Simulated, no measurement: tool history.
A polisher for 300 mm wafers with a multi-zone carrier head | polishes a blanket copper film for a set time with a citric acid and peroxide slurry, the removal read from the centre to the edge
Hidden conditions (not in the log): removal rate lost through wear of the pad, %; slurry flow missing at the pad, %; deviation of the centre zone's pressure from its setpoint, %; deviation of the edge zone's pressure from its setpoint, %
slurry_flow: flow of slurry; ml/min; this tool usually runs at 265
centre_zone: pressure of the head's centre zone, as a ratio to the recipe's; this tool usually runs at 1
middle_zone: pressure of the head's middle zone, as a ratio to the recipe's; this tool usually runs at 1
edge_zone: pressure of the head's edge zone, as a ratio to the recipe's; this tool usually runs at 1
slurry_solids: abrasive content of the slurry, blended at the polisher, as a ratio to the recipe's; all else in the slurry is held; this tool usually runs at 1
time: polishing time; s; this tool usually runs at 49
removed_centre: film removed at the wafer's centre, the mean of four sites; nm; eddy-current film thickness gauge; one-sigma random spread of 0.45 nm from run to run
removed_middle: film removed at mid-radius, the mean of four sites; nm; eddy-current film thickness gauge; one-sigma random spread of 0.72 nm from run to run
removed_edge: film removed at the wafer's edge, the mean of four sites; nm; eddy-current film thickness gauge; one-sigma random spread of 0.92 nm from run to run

run,hour,slurry_flow,centre_zone,middle_zone,edge_zone,slurry_solids,time,wafers since the last listed run,wafers polished on this pad,hours since the slurry nozzle was cleaned,hours since the centre zone pressure was calibrated,hours since the edge zone pressure was calibrated,hours since the carrier head's membrane was replaced,"incoming thickness of the incoming film, nm",removed_centre,removed_middle,removed_edge
1,0,265,1,1,1,1,43,0,246,216.6,37.8,591.6,523.2,1204.6,61.9,63.5,64.1
2,32.3,265,1,1,1,1,43,217,463,248.9,70.1,623.9,555.5,1203.8,62.7,62.8,62.8
# hour 52.5: carrier head's membrane replaced by a new one
3,85.7,265,1,1,1,1,43,325,789,302.3,123.5,677.3,33.2,1184,62,62.6,62.7
# hour 120.6: worn pad replaced by a new one
4,141,265,1,1,1,1.15,49,345,137,357.6,178.8,732.6,88.5,1211.3,73.3,75.9,74.5
5,183.4,265,1,1,1,1.15,49,285,422,400,221.2,775,130.9,1193.5,72.9,74.7,74.7
6,244.9,265,1,1,1,1,49,413,836,461.5,282.7,836.5,192.4,1174.7,68.6,68.8,71.2
# hour 254: slurry nozzle cleaned
# hour 275.3: worn pad replaced by a new one
7,293.5,265,1,1,1,1,49,293,122,39.5,331.3,885.1,241,1193.6,71.9,74,73.3
8,347.4,265,1,1,1,1,49,362,485,93.4,385.2,939,294.9,1164.7,72.2,72.8,72.9
9,398.3,265,1,1,1,1,49,342,827,144.3,436.1,989.9,345.8,1164.1,71.7,73.1,73
# hour 420.7: edge zone pressure recalibrated
10,427.1,265,1,1,1,0.9,49,180,1008,173.1,464.9,6.4,374.6,1175.1,68.1,70.2,69.9
# hour 449: worn pad replaced by a new one
# hour 452.3: centre zone pressure recalibrated
11,491.6,265,1,1,1,1,63,393,273,237.6,39.3,70.9,439.1,1183.5,90.7,93.4,94.3
12,555.6,265,1,1,0.93,1,49,430,703,301.6,103.3,134.9,503.1,1189.1,70.8,72.3,70.3
13,583.7,265,1,1,1,1,49,189,892,329.7,131.4,163,531.2,1203.1,70.2,71.6,71.2
# hour 606.2: worn pad replaced by a new one
14,630.1,225,1,1,1,1.1,49,285,160,376.1,177.8,209.4,577.6,1192.2,70.2,71.9,72
# hour 641.2: carrier head's membrane replaced by a new one
15,676.7,265,1,1,0.94,1,61,279,440,422.7,224.4,256,35.5,1198.8,86.1,89.1,86
16,739.4,240,1,1,1,0.9,49,421,862,485.4,287.1,318.7,98.2,1204.1,64.4,66.3,68.5
# hour 784.9: slurry nozzle cleaned
# hour 795.7: worn pad replaced by a new one
17,799.1,265,1.05,1,0.96,1.2,49,368,22,14.2,346.8,378.4,157.9,1176.8,80.5,80.6,77.8
18,835.7,265,1,1,1,1,49,246,269,50.8,383.4,415,194.5,1187.8,72.5,72.9,73.6

Each row is a separate what-if for the run after 18, all from the same tool condition, not one after another. Results?
A,836.1,265,1,1,1,1,49,2,271,51.2,383.8,415.4,194.9,1165.9,?,?,?
B,836.1,310,1,0.96,0.96,1,40,2,271,51.2,383.8,415.4,194.9,1165.9,?,?,?
C,836.1,265,1.08,1,0.88,1,64,2,271,51.2,383.8,415.4,194.9,1165.9,?,?,?
D,836.1,170,1.11,1,1,0.85,49,2,271,51.2,383.8,415.4,194.9,1165.9,?,?,?

run,removed_centre,removed_middle,removed_edge
A,72.2,73.7,72.5
B,60.1,59.2,59
C,101.4,96.2,89.8
D,69,64.3,64.5
What these runs would have given with no unlogged condition in the tool:
run,removed_centre,removed_middle,removed_edge
A,73,74.5,73
B,60.7,59.7,59.4
C,102.6,97.2,90.5
D,70.2,65.3,65.2
